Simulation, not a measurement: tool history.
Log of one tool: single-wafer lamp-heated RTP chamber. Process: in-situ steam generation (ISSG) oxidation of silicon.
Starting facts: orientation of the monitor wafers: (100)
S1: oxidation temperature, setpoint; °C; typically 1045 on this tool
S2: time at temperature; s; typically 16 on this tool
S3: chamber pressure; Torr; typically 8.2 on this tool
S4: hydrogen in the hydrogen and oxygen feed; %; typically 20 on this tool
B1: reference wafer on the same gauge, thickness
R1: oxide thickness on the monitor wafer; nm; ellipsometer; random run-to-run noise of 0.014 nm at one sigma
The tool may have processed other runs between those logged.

Run 1, hour 0.0: usual settings but S4 15 %; B1 5.610. Result: R1 5.656 nm.
Run 2, hour 24.3: usual settings but S4 15 %; B1 5.609. Result: R1 5.670 nm.
Run 3, hour 72.0: usual settings but S2 19 s; B1 5.612. Result: R1 6.588 nm.
Run 4, hour 98.3: usual settings but S2 19 s; B1 5.609. Result: R1 6.592 nm.
At hour 119.5: hydrogen flow controller replaced.
Run 5, hour 160.9: usual settings; B1 5.610. Result: R1 6.054 nm.
Run 6, hour 186.2: usual settings; B1 5.614. Result: R1 6.059 nm.
Run 7, hour 250.9: usual settings; B1 5.609. Result: R1 6.074 nm.
Run 8, hour 307.3: usual settings; B1 5.611. Result: R1 6.041 nm.
At hour 351.4: pressure gauge zeroed.
Run 9, hour 374.9: usual settings; B1 5.608. Result: R1 6.065 nm.
Run 10, hour 408.0: usual settings but S1 1037 °C, S2 12 s, S3 8.7 Torr, S4 11 %; B1 5.608. Result: R1 4.386 nm.
Run 11, hour 477.8: usual settings but S1 1030 °C, S2 12 s, S3 9.1 Torr, S4 14 %; B1 5.610. Result: R1 4.479 nm.
Run 12, hour 569.7: usual settings but S4 15 %; B1 5.608. Result: R1 5.663 nm.
Run 13, hour 636.0: usual settings but S3 9.1 Torr; B1 5.611. Result: R1 6.002 nm.
Run 14, hour 688.1: usual settings; B1 5.608. Result: R1 6.052 nm.
Run 15, hour 752.7: usual settings but S1 1036 °C, S2 19 s, S3 9.3 Torr; B1 5.608. Result: R1 6.283 nm.
Run 16, hour 867.5: usual settings but S1 1031 °C; B1 5.608. Result: R1 5.665 nm.
Run 17, hour 892.2: usual settings but S1 1034 °C, S2 21 s, S3 9.0 Torr, S4 26 %; B1 5.612. Result: R1 6.959 nm.
At hour 912.0: pyrometer window cleaned and pyrometer calibrated.
Run 18, hour 921.2: usual settings but S1 1062 °C; B1 5.610. Result: R1 6.601 nm.
Run 19, hour 964.5: usual settings but S1 1034 °C, S2 13 s, S3 8.7 Torr, S4 13 %; B1 5.607. Result: R1 4.636 nm.
Run 20, hour 994.2: usual settings but S3 9.1 Torr, S4 17 %; B1 5.608. Result: R1 5.745 nm.
At hour 1016.8: gauge calibrated.
Run 21, hour 1025.0: usual settings but S3 6.9 Torr; B1 5.610. Result: R1 5.972 nm.
Run 22, hour 1064.6: usual settings; B1 5.609. Result: R1 6.009 nm.
Run 23, hour 1112.3: usual settings; B1 5.612. Result: R1 6.039 nm.
Run 24, hour 1171.2: usual settings but S1 1034 °C, S2 18 s, S3 9.2 Torr; B1 5.612. Result: R1 5.999 nm.
Run 25, hour 1200.9: usual settings but S1 1052 °C, S2 20 s, S3 8.7 Torr, S4 12 %; B1 5.614. Result: R1 6.262 nm.
Run 26, hour 1239.4: usual settings but S1 1052 °C, S4 17 %; B1 5.616. Result: R1 6.004 nm.
Run 27, hour 1274.0: usual settings but S3 7.5 Torr, S4 15 %; B1 5.610. Result: R1 5.624 nm.
Run 28, hour 1319.8: usual settings but S3 9.5 Torr, S4 14 %; B1 5.614. Result: R1 5.526 nm.
Run 29, hour 1389.4: usual settings but S1 1030 °C, S2 22 s, S3 7.1 Torr, S4 15 %; B1 5.607. Result: R1 6.152 nm.
Run 30, hour 1415.4: usual settings but S1 1057 °C, S3 8.7 Torr, S4 24 %; B1 5.610. Result: R1 6.709 nm.
Run 31, hour 1452.0: usual settings; B1 5.610. Result: R1 6.058 nm.

For each run, what was the tool's unlogged condition?
true pressure minus gauge reading, Torr: 0 across all the runs
deviation of the hydrogen flow from its setpoint, %: 0 across all the runs
gauge reads high (%): 0 across all the runs
H1: true wafer temperature minus pyrometer reading, K
run     H1
  1   1.54
  2   1.58
  3   1.65
  4   1.68
  5   1.76
  6   1.79
  7   1.85
  8    1.9
  9   1.95
 10   1.97
 11   2.01
 12   2.05
 13   2.08
 14   2.09
 15   2.11
 16   2.14
 17   2.15
 18  0.174
 19  0.384
 20  0.517
 21  0.645
 22  0.796
 23  0.961
 24   1.14
 25   1.22
 26   1.32
 27    1.4
 28    1.5
 29   1.63
 30   1.67
 31   1.72
